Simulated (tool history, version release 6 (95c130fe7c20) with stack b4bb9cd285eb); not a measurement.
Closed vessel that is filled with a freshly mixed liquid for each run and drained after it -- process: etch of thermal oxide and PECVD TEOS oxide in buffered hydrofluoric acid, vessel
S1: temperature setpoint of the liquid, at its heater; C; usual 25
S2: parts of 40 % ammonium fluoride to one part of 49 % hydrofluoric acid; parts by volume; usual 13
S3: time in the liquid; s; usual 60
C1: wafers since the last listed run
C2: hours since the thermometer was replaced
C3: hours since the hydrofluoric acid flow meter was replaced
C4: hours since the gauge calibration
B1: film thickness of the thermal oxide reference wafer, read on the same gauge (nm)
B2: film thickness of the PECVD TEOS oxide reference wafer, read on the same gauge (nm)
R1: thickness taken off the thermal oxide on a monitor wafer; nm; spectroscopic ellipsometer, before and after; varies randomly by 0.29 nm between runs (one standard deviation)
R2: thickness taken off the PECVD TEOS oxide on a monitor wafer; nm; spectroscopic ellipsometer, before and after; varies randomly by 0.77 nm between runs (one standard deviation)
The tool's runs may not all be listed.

run	hour	S1	S2	S3	C1	C2	C3	C4	B1	B2	R1	R2
1	0	21	15	60	0	721.7	1310.1	970.7	40.02	140.01	41.7	68.2
2	17.1	21	15	60	2441	738.8	1327.2	987.8	40.01	139.99	41.34	69.96
3	41.7	21	15	60	3512	763.4	1351.8	1012.4	40	139.97	41.49	68.19
4	65.8	22.5	13	60	3440	787.5	1375.9	1036.5	40.01	139.98	52.14	86.66
5	100.6	25	13	85	4968	822.3	1410.7	1071.3	40.03	139.98	83.56	141.57
6	133.7	25	13	60	4725	855.4	1443.8	1104.4	40	140.01	59.84	99.94
7	150.9	25	10	70	2455	872.6	1461	1121.6	40	139.98	88.67	147.66
8	164.7	28	13	60	1970	886.4	1474.8	1135.4	39.98	139.95	70.4	117.33
# hour 176.9: hydrofluoric acid flow meter replaced
9	184.5	25	13	60	2684	906.2	7.6	1155.2	40.01	139.98	62.45	103.74
10	218.1	23.5	15.5	95	4797	939.8	41.2	1188.8	39.99	140.01	77.21	126.29
# hour 222.8: gauge calibrated
11	240.9	26.5	13	60	3255	962.6	64	18.1	39.99	139.99	67.48	113.07
12	257.9	25	13	60	2427	979.6	81	35.1	39.97	140	62.61	103.92
13	289.4	25	13	45	4497	1011.1	112.5	66.6	40.01	140.01	47.29	77.37
# hour 318: hydrofluoric acid flow meter replaced, repeated, since the last time left the tool worse
14	319.4	20.5	13	80	4140	1041.1	1.4	96.6	40	139.97	59.95	99.29
15	334.1	25	13	35	2098	1055.8	16.1	111.3	40	139.98	33.04	55.31
16	367.1	25	13	60	4711	1088.8	49.1	144.3	39.99	140.01	56.84	95.19
17	412	23.5	16	60	6410	1133.7	94	189.2	40.01	139.98	43.44	70.74
# hour 445: thermometer replaced
18	445.5	22	13	60	4640	0.5	127.5	222.7	40	139.99	48.61	81.37
19	477.6	21.5	11	90	4582	32.6	159.6	254.8	40.02	140.01	83.37	138.11
20	491.9	25	13	60	2041	46.9	173.9	269.1	39.98	140	57.36	94.97
21	527	25	13	75	5011	82	209	304.2	40	140	71.52	118.71
22	548.2	20.5	13	45	3026	103.2	230.2	325.4	40	139.99	33.71	55.36
23	583.4	25	8.5	30	5025	138.4	265.4	360.6	40.02	139.99	42.17	70.51
24	603.2	28	16.5	90	2826	158.2	285.2	380.4	40	140	80.36	130.98
25	624.5	28.5	17.5	60	3040	179.5	306.5	401.7	39.99	140.01	51.98	85.43
26	657.2	28.5	11	60	4668	212.2	339.2	434.4	39.98	140	82.2	135.56
27	703.4	25	13	60	6595	258.4	385.4	480.6	40	140.02	57.49	96.5

What if the next run were any one of these 3? Each begins from the tool's condition after run 27:
A	704.1	25	9	60	99	259.1	386.1	481.3	?	?	?	?
B	704.1	28.5	13	80	99	259.1	386.1	481.3	?	?	?	?
C	704.1	25	9.5	85	99	259.1	386.1	481.3	?	?	?	?

run	B1	B2	R1	R2
A	40.01	140	79.34	133.84
B	40.01	140	92.29	155.68
C	40.01	140	107.75	181.76
Stripped of hidden state, with their random variation kept, the same runs would have yielded:
run	R1	R2
A	77.8	131.24
B	90.68	152.96
C	106.54	179.72
